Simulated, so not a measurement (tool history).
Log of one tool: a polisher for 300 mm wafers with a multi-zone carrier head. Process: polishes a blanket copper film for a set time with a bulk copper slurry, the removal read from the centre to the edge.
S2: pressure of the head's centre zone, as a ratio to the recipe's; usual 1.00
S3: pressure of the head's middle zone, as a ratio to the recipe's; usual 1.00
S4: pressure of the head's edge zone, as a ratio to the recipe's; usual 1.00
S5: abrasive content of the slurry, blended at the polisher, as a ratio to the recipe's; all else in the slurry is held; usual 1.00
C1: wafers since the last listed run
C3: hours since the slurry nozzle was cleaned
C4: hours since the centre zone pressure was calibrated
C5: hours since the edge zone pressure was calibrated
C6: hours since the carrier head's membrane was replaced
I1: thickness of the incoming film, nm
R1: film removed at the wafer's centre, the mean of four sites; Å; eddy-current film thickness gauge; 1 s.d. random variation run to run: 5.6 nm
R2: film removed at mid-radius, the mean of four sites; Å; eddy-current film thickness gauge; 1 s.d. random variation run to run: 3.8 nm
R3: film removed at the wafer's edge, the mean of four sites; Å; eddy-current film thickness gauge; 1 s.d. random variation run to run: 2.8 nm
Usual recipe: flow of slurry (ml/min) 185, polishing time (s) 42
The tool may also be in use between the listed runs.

Run 1, day 0.000: usual settings; C1 0; wafers polished on this pad 731; C3 771.1; C4 893.6; C5 852.7; C6 806.6; I1 3295.0. Result: R1 3896 Å, R2 4019 Å, R3 4160 Å.
Run 2, day 0.804: usual settings; C1 295; wafers polished on this pad 1027; C3 790.4; C4 912.9; C5 872.0; C6 825.9; I1 3272.9. Result: R1 3839 Å, R2 3976 Å, R3 4153 Å.
Run 3, day 1.958: usual settings but flow of slurry (ml/min) 210, polishing time (s) 49; C1 424; wafers polished on this pad 1452; C3 818.1; C4 940.6; C5 899.7; C6 853.6; I1 3297.5. Result: R1 4566 Å, R2 4752 Å, R3 4943 Å.
Run 4, day 2.642: usual settings but flow of slurry (ml/min) 135, S2 1.10, S3 1.05, polishing time (s) 31; C1 251; wafers polished on this pad 1704; C3 834.5; C4 957.0; C5 916.1; C6 870.0; I1 3251.7. Result: R1 2705 Å, R2 2694 Å, R3 2814 Å.
At day 3.983: edge zone pressure recalibrated.
At day 4.146: slurry nozzle cleaned.
At day 5.571: carrier head's membrane replaced by a new one.
Run 5, day 6.238: usual settings; C1 1200; wafers polished on this pad 2905; C3 50.2; C4 1043.3; C5 54.1; C6 16.0; I1 3210.9. Result: R1 4267 Å, R2 4432 Å, R3 4466 Å.
At day 6.746: worn pad replaced by a new one.
Run 6, day 7.733: usual settings but S2 1.11, S3 0.95, S4 1.03; C1 489; wafers polished on this pad 363; C3 86.1; C4 1079.2; C5 90.0; C6 51.9; I1 3207.8. Result: R1 4784 Å, R2 4146 Å, R3 4496 Å.
Run 7, day 8.550: usual settings but flow of slurry (ml/min) 245, S4 1.12, polishing time (s) 55; C1 300; wafers polished on this pad 663; C3 105.7; C4 1098.8; C5 109.6; C6 71.5; I1 3206.7. Result: R1 5715 Å, R2 5984 Å, R3 6315 Å.
Run 8, day 9.275: usual settings but S2 1.11, S3 0.95, S4 1.03; C1 266; wafers polished on this pad 930; C3 123.1; C4 1116.2; C5 127.0; C6 88.9; I1 3252.6. Result: R1 4640 Å, R2 4110 Å, R3 4441 Å.
Run 9, day 10.042: usual settings but flow of slurry (ml/min) 215, S2 0.97, S3 1.09, S5 0.80; C1 282; wafers polished on this pad 1212; C3 141.5; C4 1134.6; C5 145.4; C6 107.3; I1 3257.0. Result: R1 4001 Å, R2 4655 Å, R3 4275 Å.
Run 10, day 10.967: usual settings; C1 340; wafers polished on this pad 1553; C3 163.7; C4 1156.8; C5 167.6; C6 129.5; I1 3229.7. Result: R1 4139 Å, R2 4276 Å, R3 4356 Å.
At day 12.179: centre zone pressure recalibrated.
Run 11, day 12.300: usual settings but polishing time (s) 56; C1 460; wafers polished on this pad 2013; C3 195.7; C4 2.9; C5 199.6; C6 161.5; I1 3305.4. Result: R1 5463 Å, R2 5631 Å, R3 5780 Å.
Run 12, day 13.042: usual settings but flow of slurry (ml/min) 135, S2 1.07, S3 0.89; C1 272; wafers polished on this pad 2286; C3 213.5; C4 20.7; C5 217.4; C6 179.3; I1 3275.4. Result: R1 3909 Å, R2 3510 Å, R3 4052 Å.
At day 14.225: worn pad replaced by a new one.
Run 13, day 14.246: usual settings but S5 0.90, polishing time (s) 35; C1 381; wafers polished on this pad 6; C3 242.4; C4 49.6; C5 246.3; C6 208.2; I1 3290.9. Result: R1 3258 Å, R2 3398 Å, R3 3449 Å.
Run 14, day 14.717: usual settings; C1 173; wafers polished on this pad 180; C3 253.7; C4 60.9; C5 257.6; C6 219.5; I1 3242.8. Result: R1 4018 Å, R2 4115 Å, R3 4265 Å.
Run 15, day 15.729: usual settings but S3 0.93, S4 1.11, S5 0.90; C1 372; wafers polished on this pad 552; C3 278.0; C4 85.2; C5 281.9; C6 243.8; I1 3303.6. Result: R1 3883 Å, R2 3791 Å, R3 4436 Å.
Run 16, day 16.892: usual settings but flow of slurry (ml/min) 230; C1 427; wafers polished on this pad 980; C3 305.9; C4 113.1; C5 309.8; C6 271.7; I1 3272.4. Result: R1 4214 Å, R2 4334 Å, R3 4366 Å.
Run 17, day 21.146: usual settings but S3 1.08, S5 1.15; C1 1565; wafers polished on this pad 2546; C3 408.0; C4 215.2; C5 411.9; C6 373.8; I1 3204.1. Result: R1 4016 Å, R2 4369 Å, R3 4289 Å.
At day 22.775: worn pad replaced by a new one.
Run 18, day 22.796: usual settings but flow of slurry (ml/min) 145, S5 1.20; C1 545; wafers polished on this pad 7; C3 447.6; C4 254.8; C5 451.5; C6 413.4; I1 3217.3. Result: R1 3600 Å, R2 3801 Å, R3 4047 Å.
Run 19, day 23.279: usual settings but S3 1.04, S4 0.93; C1 177; wafers polished on this pad 185; C3 459.2; C4 266.4; C5 463.1; C6 425.0; I1 3238.3. Result: R1 3841 Å, R2 4142 Å, R3 4011 Å.
Run 20, day 23.967: usual settings but flow of slurry (ml/min) 165, S2 0.88; C1 253; wafers polished on this pad 438; C3 475.7; C4 282.9; C5 479.6; C6 441.5; I1 3237.3. Result: R1 3155 Å, R2 3814 Å, R3 4024 Å.

Hidden state, per run?
removal rate lost through wear of the pad, %: 0 across all the runs
deviation of the centre zone's pressure from its setpoint, %: 0 across all the runs
deviation of the edge zone's pressure from its setpoint, %: 0 across all the runs
H1: slurry flow missing at the pad, %
run    H1
  1  40.2
  2  40.3
  3  40.5
  4  40.6
  5  11.6
  6  16.1
  7  18.2
  8    20
  9  21.8
 10  23.8
 11  26.4
 12  27.7
 13  29.7
 14  30.4
 15  31.8
 16  33.2
 17  37.5
 18  38.7
 19  39.1
 20  39.5

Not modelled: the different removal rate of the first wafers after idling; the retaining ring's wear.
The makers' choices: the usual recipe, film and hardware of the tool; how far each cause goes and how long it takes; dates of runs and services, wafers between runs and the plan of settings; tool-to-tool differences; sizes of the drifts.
